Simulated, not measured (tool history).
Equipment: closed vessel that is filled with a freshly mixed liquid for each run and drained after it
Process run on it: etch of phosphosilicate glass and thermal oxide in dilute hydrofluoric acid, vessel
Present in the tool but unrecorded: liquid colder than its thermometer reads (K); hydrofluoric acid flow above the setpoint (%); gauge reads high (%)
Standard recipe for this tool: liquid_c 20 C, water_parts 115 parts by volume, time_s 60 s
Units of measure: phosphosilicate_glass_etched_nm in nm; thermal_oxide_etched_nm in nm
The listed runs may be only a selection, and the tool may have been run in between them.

run   hour  liquid_c  water_parts  time_s  wafers since the last listed run  hours since the thermometer was replaced  hours since the hydrofluoric acid flow meter was replaced  hours since the gauge calibration  read-back film thickness of the phosphosilicate glass reference wafer, read on the same gauge (nm)  read-back film thickness of the thermal oxide reference wafer, read on the same gauge (nm)  phosphosilicate_glass_etched_nm  thermal_oxide_etched_nm
  1      0        20          115      50                                 0                                    1148.1                                                       25.1                               11.1                                                                                               70.03                                                                                      29.979                            32.56                    1.625
  2   35.2        20          115      60                              3178                                    1183.3                                                       60.3                               46.3                                                                                               70.01                                                                                      29.978                            39.17                    2.005
  3  105.4        20          115      60                              6338                                    1253.5                                                      130.5                              116.5                                                                                               70.02                                                                                      29.997                            39.96                    2.035
  4  144.7        20          115      60                              3548                                    1292.8                                                      169.8                              155.8                                                                                                  70                                                                                      30.032                            39.76                    2.053
  5  205.7        20          115      60                              5507                                    1353.8                                                      230.8                              216.8                                                                                               70.01                                                                                      29.991                            40.84                    2.097
     238.7  -- thermometer replaced
  6  245.8        20          115      35                              3530                                       7.1                                                      270.9                              256.9                                                                                               70.01                                                                                      29.973                            23.48                    1.188
  7  279.1        20          115      60                              3006                                      40.4                                                      304.2                              290.2                                                                                               70.01                                                                                      29.993                            40.88                    2.013
  8  323.8        23          145      50                              4036                                      85.1                                                      348.9                              334.9                                                                                               70.01                                                                                      30.014                            29.89                    1.535
  9  348.5        17           75      50                              2230                                     109.8                                                      373.6                              359.6                                                                                               70.01                                                                                      30.012                             48.1                     2.53
 10  393.6        23          150      35                              4072                                     154.9                                                      418.7                              404.7                                                                                               70.03                                                                                      29.974                            20.28                    1.009
 11  436.5        17           85      60                              3873                                     197.8                                                      461.6                              447.6                                                                                               70.04                                                                                          30                            50.79                     2.58
     448.7  -- hydrofluoric acid flow meter replaced
 12    474        20          115      60                              3295                                     235.3                                                       25.3                              485.1                                                                                                  70                                                                                      29.986                            39.15                    2.015
 13  505.3        20          115      60                              2826                                     266.6                                                       56.6                              516.4                                                                                               70.02                                                                                      30.008                            39.47                    1.957
 14  559.8        20          170      45                              4920                                     321.1                                                      111.1                              570.9                                                                                               70.02                                                                                      29.961                            18.97                     0.96
     590.9  -- gauge calibrated
 15  741.7        20          115      90                             16424                                       503                                                        293                              150.8                                                                                               69.99                                                                                       30.03                            60.64                    2.987

Branching from run 15: 4 alternative next runs. What would each branch give?
  A  742.4        20          115      60                                63                                     503.7                                                      293.7                              151.5                                                                                                   ?                                                                                           ?                                ?                        ?
  B  742.4        17          115      90                                63                                     503.7                                                      293.7                              151.5                                                                                                   ?                                                                                           ?                                ?                        ?
  C  742.4        17          115      45                                63                                     503.7                                                      293.7                              151.5                                                                                                   ?                                                                                           ?                                ?                        ?
  D  742.4        17          155      70                                63                                     503.7                                                      293.7                              151.5                                                                                                   ?                                                                                           ?                                ?                        ?

run  read-back film thickness of the phosphosilicate glass reference wafer, read on the same gauge (nm)  read-back film thickness of the thermal oxide reference wafer, read on the same gauge (nm)  phosphosilicate_glass_etched_nm  thermal_oxide_etched_nm
  A                                                                                               70.02                                                                                      30.039                            40.89                     2.02
  B                                                                                               70.02                                                                                      30.039                            54.18                    2.676
  C                                                                                               70.02                                                                                      30.039                            27.09                    1.338
  D                                                                                               70.02                                                                                      30.039                            30.09                    1.487
Without the tool's unlogged condition, the same runs would have read:
run  phosphosilicate_glass_etched_nm  thermal_oxide_etched_nm
  A                            38.99                    1.926
  B                            51.68                    2.553
  C                            25.84                    1.276
  D                            28.66                    1.416
